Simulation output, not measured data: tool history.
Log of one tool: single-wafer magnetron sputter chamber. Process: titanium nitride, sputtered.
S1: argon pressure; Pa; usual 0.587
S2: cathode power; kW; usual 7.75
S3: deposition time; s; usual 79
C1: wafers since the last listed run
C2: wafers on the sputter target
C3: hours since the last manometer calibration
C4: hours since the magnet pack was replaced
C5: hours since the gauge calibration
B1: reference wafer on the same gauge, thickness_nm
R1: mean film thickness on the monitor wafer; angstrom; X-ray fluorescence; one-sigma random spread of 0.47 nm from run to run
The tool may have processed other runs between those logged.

run	day	S1	S2	S3	C1	C2	C3	C4	C5	B1	R1
1	0	0.587	7.75	79	0	2778	850.2	9972.4	142.9	82.373	978.38
2	1.392	0.587	7.75	79	642	3421	883.6	10005.8	176.3	82.34	981.32
3	2.133	0.587	7.75	79	342	3764	901.4	10023.6	194.1	82.211	977.63
4	3.321	0.587	7.75	79	548	4312	929.9	10052.1	222.6	82.148	981.61
5	4.771	0.587	7.75	79	669	4982	964.7	10086.9	257.4	82.542	983.32
6	6.258	0.587	7.75	79	687	5669	1000.4	10122.6	293.1	82.304	977.55
# day 7.275: sputter target and shields replaced
7	7.521	0.587	7.75	79	429	114	1030.7	10152.9	323.4	82.382	987.48
# day 8.221: magnet pack replaced, of another model than before
8	8.538	0.587	7.75	79	315	429	1055.1	7.6	347.8	82.324	991.13
9	9.433	0.587	7.75	79	413	843	1076.6	29.1	369.3	82.297	994.6
10	10.558	0.587	7.75	79	519	1363	1103.6	56.1	396.3	82.307	983.79
11	11.342	0.677	8.55	79	361	1725	1122.4	74.9	415.1	82.187	1070.19
12	12.304	0.677	8.55	79	444	2169	1145.5	98	438.2	82.374	1061.36
13	13.196	0.443	6.55	79	411	2581	1166.9	119.4	459.6	82.204	859.68
14	14.538	0.587	6.95	79	619	3201	1199.1	151.6	491.8	82.278	880.18
# day 15.133: capacitance manometer re-zeroed and calibrated
15	15.958	0.587	8.7	70.8	502	3703	19.8	185.7	525.9	82.244	983.78
16	17.138	0.587	6.05	79	544	4248	48.1	214	554.2	82.25	762.54
17	18.454	0.587	7.75	79	608	4856	79.7	245.6	585.8	82.542	971.16
18	19.429	0.465	7.75	79	450	5307	103.1	269	609.2	82.373	1005.78
# day 20.129: sputter target and shields replaced
# day 20.492: gauge calibrated
19	20.883	0.646	8.75	93.2	517	347	138	303.9	9.4	82.408	1309.45
20	22.321	0.482	8.45	86.1	664	1011	172.5	338.4	43.9	82.255	1204.33
21	24.2	0.587	7.75	79	868	1880	217.6	383.5	89	82.313	983.83
22	24.717	0.587	7.75	79	238	2118	230	395.9	101.4	82.27	991.12
23	25.462	0.806	6.3	72.6	344	2463	247.9	413.8	119.3	82.363	705.16
24	26.129	0.587	7	73.9	307	2771	263.9	429.8	135.3	82.332	838.17
25	26.758	0.389	7.05	67.2	290	3061	279	444.9	150.4	82.172	799.77

For some of the steps in R1 from one run to the next: how much would appear even if the tool had no hidden state, given the settings, what came in and random variation, and how much remains for the hidden state plus any gauge scatter that the measured result and the result without hidden state don't share?
Unlogged tool condition in this case: deposition rate above that of a new target (%); true argon pressure above the setpoint (%); gauge reads high (%).
Run 6 -> 7: sputter target and shields replaced. R1 +9.93 angstrom: hidden state +19.94, all else -10.01.
Run 18 -> 19: S1 0.465 -> 0.646, S2 7.75 -> 8.75, S3 79 -> 93.2, sputter target and shields replaced, gauge calibrated. R1 +303.67 angstrom: hidden state +18.84, all else +284.83.
Run 22 -> 23: S1 0.587 -> 0.806, S2 7.75 -> 6.3, S3 79 -> 72.6. R1 -285.96 angstrom: hidden state +1.65, all else -287.61.
